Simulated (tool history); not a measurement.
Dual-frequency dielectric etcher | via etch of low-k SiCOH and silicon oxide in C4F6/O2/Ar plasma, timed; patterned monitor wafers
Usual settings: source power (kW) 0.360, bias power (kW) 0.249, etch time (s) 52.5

run,hour,source power (kW),bias power (kW),etch time (s),wafers since the last listed run,hours since the last wet clean,hours since the last source power generator calibration,hours since the last bias power generator calibration,hours since the last upper electrode change,hours since the gauge calibration,"read-back reference wafer on the same gauge, depth_nm",mean etch depth across the wafer (nm)
1,0.0,0.360,0.249,52.5,0,377.1,4797.8,2694.8,3751.5,506.8,150.8,160.4
2,54.8,0.360,0.221,52.5,577,431.9,4852.6,2749.6,3806.3,561.6,150.9,155.8
3,113.3,0.360,0.221,52.5,616,490.4,4911.1,2808.1,3864.8,620.1,151.0,157.2
4,175.0,0.360,0.229,52.5,649,552.1,4972.8,2869.8,3926.5,681.8,151.4,159.8
# hour 221.6: wet clean of the chamber
5,230.6,0.360,0.229,52.5,332,9.0,5028.4,2925.4,3982.1,737.4,151.1,153.4
# hour 240.5: source power generator calibrated
6,296.8,0.360,0.249,52.5,655,75.2,56.3,2991.6,4048.3,803.6,150.9,159.4
# hour 352.8: bias power generator calibrated
7,362.4,0.360,0.249,52.5,648,140.8,121.9,9.6,4113.9,869.2,151.0,160.6
8,427.5,0.400,0.249,52.5,685,205.9,187.0,74.7,4179.0,934.3,151.1,167.2
9,601.9,0.400,0.249,52.5,1837,380.3,361.4,249.1,4353.4,1108.7,150.7,169.7
10,629.7,0.400,0.249,52.5,292,408.1,389.2,276.9,4381.2,1136.5,151.3,169.9
11,676.2,0.360,0.249,52.5,489,454.6,435.7,323.4,4427.7,1183.0,150.9,163.9
# hour 723.2: wet clean of the chamber
12,736.9,0.310,0.249,41.5,386,13.7,496.4,384.1,4488.4,1243.7,151.1,116.9
13,786.3,0.300,0.210,37.0,520,63.1,545.8,433.5,4537.8,1293.1,151.1,97.0
# hour 822.8: upper electrode replaced, of another model than before
14,841.6,0.360,0.209,37.5,329,118.4,601.1,488.8,18.8,1348.4,150.7,103.8
15,896.1,0.360,0.249,52.5,574,172.9,655.6,543.3,73.3,1402.9,150.8,159.5
16,946.9,0.390,0.249,48.0,535,223.7,706.4,594.1,124.1,1453.7,150.8,149.9
17,984.1,0.390,0.306,41.0,391,260.9,743.6,631.3,161.3,1490.9,150.9,140.3
18,1041.1,0.360,0.267,52.5,600,317.9,800.6,688.3,218.3,1547.9,151.2,167.4
# hour 1069.6: gauge calibrated
19,1082.7,0.360,0.231,59.0,438,359.5,842.2,729.9,259.9,13.1,151.2,174.5
20,1132.0,0.310,0.224,60.0,519,408.8,891.5,779.2,309.2,62.4,151.1,167.8
21,1176.6,0.360,0.223,47.0,469,453.4,936.1,823.8,353.8,107.0,150.9,139.5
22,1201.9,0.360,0.201,48.0,266,478.7,961.4,849.1,379.1,132.3,151.1,135.1
23,1256.7,0.320,0.271,43.5,577,533.5,1016.2,903.9,433.9,187.1,150.8,137.3
# hour 1286.7: wet clean of the chamber
24,1323.3,0.360,0.309,52.5,448,36.6,1082.8,970.5,500.5,253.7,150.8,175.0
25,1353.9,0.360,0.249,63.5,322,67.2,1113.4,1001.1,531.1,284.3,151.1,191.6
26,1426.0,0.360,0.249,52.5,759,139.3,1185.5,1073.2,603.2,356.4,151.3,158.8
27,1593.2,0.360,0.249,52.5,1761,306.5,1352.7,1240.4,770.4,523.6,150.9,161.8
28,1622.6,0.440,0.249,52.5,309,335.9,1382.1,1269.8,799.8,553.0,151.0,172.6
29,1678.2,0.310,0.224,60.0,585,391.5,1437.7,1325.4,855.4,608.6,151.1,169.6
30,1702.6,0.330,0.249,43.0,257,415.9,1462.1,1349.8,879.8,633.0,151.0,130.0

Measured less the same run without the tool's hidden state. The same run-to-run variation is in both; the gauge's scatter may not be:
The hidden state here: etch rate over this chamber's usual, %; source power that arrives over what is set, %; bias power that arrives over what is set, %; gauge reads high (%).
run,mean etch depth across the wafer (nm)
1,+4.8
2,+5.3
3,+6.2
4,+7.0
5,+0.8
6,+1.8
7,+2.8
8,+3.9
9,+6.4
10,+6.8
11,+7.2
12,-0.2
13,+0.2
14,+0.8
15,+2.1
16,+2.6
17,+2.9
18,+4.3
19,+5.0
20,+5.6
21,+5.1
22,+5.3
23,+5.9
24,+0.8
25,+1.4
26,+2.1
27,+4.5
28,+5.3
29,+6.0
30,+4.8
